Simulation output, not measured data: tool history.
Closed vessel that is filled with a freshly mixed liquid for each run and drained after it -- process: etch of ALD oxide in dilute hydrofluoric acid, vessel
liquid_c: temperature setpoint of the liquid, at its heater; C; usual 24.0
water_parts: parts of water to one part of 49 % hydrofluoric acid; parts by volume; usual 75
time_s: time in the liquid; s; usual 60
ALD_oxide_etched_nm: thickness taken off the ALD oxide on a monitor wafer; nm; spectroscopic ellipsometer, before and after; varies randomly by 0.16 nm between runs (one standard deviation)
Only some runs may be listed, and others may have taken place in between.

run    hour  liquid_c  water_parts  time_s  wafers since the last listed run  hours since the thermometer was replaced  hours since the hydrofluoric acid flow meter was replaced  hours since the gauge calibration  read-back film thickness of the ALD oxide reference wafer, read on the same gauge (nm)  ALD_oxide_etched_nm
  1     0.0      28.0           75      60                                 0                                     556.6                                                      857.7                              749.7                                                                                   91.58                24.13
  2    39.8      28.0           75      60                              3640                                     596.4                                                      897.5                              789.5                                                                                   91.68                23.92
  3    92.3      28.0           75      60                              4802                                     648.9                                                      950.0                              842.0                                                                                   91.80                24.31
  4   133.4      24.0           75      60                              3759                                     690.0                                                      991.1                              883.1                                                                                   91.90                20.18
      148.8  -- thermometer replaced
  5   164.5      24.0           75      60                              2753                                      15.7                                                     1022.2                              914.2                                                                                   91.97                20.20
  6   212.8      27.5           85      60                              4417                                      64.0                                                     1070.5                              962.5                                                                                   92.10                20.80
  7   281.6      27.5           85      60                              6292                                     132.8                                                     1139.3                             1031.3                                                                                   92.26                20.74
  8   307.4      24.0           95      60                              2359                                     158.6                                                     1165.1                             1057.1                                                                                   92.31                15.94
  9   372.5      24.0           95      60                              5954                                     223.7                                                     1230.2                             1122.2                                                                                   92.43                16.18
 10   419.6      24.0           75      60                              4308                                     270.8                                                     1277.3                             1169.3                                                                                   92.54                20.68
 11   465.8      20.5           75      60                              4225                                     317.0                                                     1323.5                             1215.5                                                                                   92.63                17.89
 12   506.6      24.0           75      60                              3731                                     357.8                                                     1364.3                             1256.3                                                                                   92.76                20.92
 13   555.0      24.0           75      60                              4427                                     406.2                                                     1412.7                             1304.7                                                                                   92.85                20.65
 14   584.7      24.0           75      60                              2716                                     435.9                                                     1442.4                             1334.4                                                                                   92.93                21.10
 15   652.5      24.0           75      60                              6201                                     503.7                                                     1510.2                             1402.2                                                                                   93.07                20.93
 16   678.7      27.0           35      70                              2396                                     529.9                                                     1536.4                             1428.4                                                                                   93.14                62.13
 17   735.1      20.5          100      45                              5158                                     586.3                                                     1592.8                             1484.8                                                                                   93.26                 9.85
 18   769.4      24.0           75      35                              3137                                     620.6                                                     1627.1                             1519.1                                                                                   93.36                12.34
 19   819.0      24.0           75      60                              4536                                     670.2                                                     1676.7                             1568.7                                                                                   93.45                20.91
      859.9  -- gauge calibrated
      876.2  -- thermometer replaced
 20   886.5      21.0           45      60                              6082                                      10.3                                                     1744.2                               26.6                                                                                   89.99                30.77
 21   951.6      21.0          100      85                              5954                                      75.4                                                     1809.3                               91.7                                                                                   90.17                18.20
 22   980.1      24.0           75      35                              2606                                     103.9                                                     1837.8                              120.2                                                                                   90.23                11.85
 23  1036.6      22.5           75      60                              5167                                     160.4                                                     1894.3                              176.7                                                                                   90.37                19.06
     1047.2  -- hydrofluoric acid flow meter replaced
 24  1094.3      21.5           55      90                              5186                                     218.1                                                       47.1                              234.4                                                                                   90.51                38.98
 25  1142.4      24.0           50      60                              4399                                     266.2                                                       95.2                              282.5                                                                                   90.60                31.64
 26  1318.0      24.0           75      60                             16061                                     441.8                                                      270.8                              458.1                                                                                   90.99                20.26
 27  1359.8      24.0           50      50                              3823                                     483.6                                                      312.6                              499.9                                                                                   91.11                26.54
 28  1419.6      26.0           75      75                              5469                                     543.4                                                      372.4                              559.7                                                                                   91.24                27.48

Predict each of these 4 candidate next runs independently; none follows another, all start after run 28:
  A  1420.3      24.0           75      45                                64                                     544.1                                                      373.1                              560.4                                                                                       ?                    ?
  B  1420.3      24.0          115      85                                64                                     544.1                                                      373.1                              560.4                                                                                       ?                    ?
  C  1420.3      20.5           95      85                                64                                     544.1                                                      373.1                              560.4                                                                                       ?                    ?
  D  1420.3      27.5          110      60                                64                                     544.1                                                      373.1                              560.4                                                                                       ?                    ?

run  read-back film thickness of the ALD oxide reference wafer, read on the same gauge (nm)  ALD_oxide_etched_nm
  A                                                                                   91.23                15.33
  B                                                                                   91.23                17.97
  C                                                                                   91.23                19.35
  D                                                                                   91.23                15.27
Take away the tool's hidden state, keep each run's random variation, and the runs would have read:
run  ALD_oxide_etched_nm
  A                15.12
  B                17.72
  C                19.09
  D                15.07
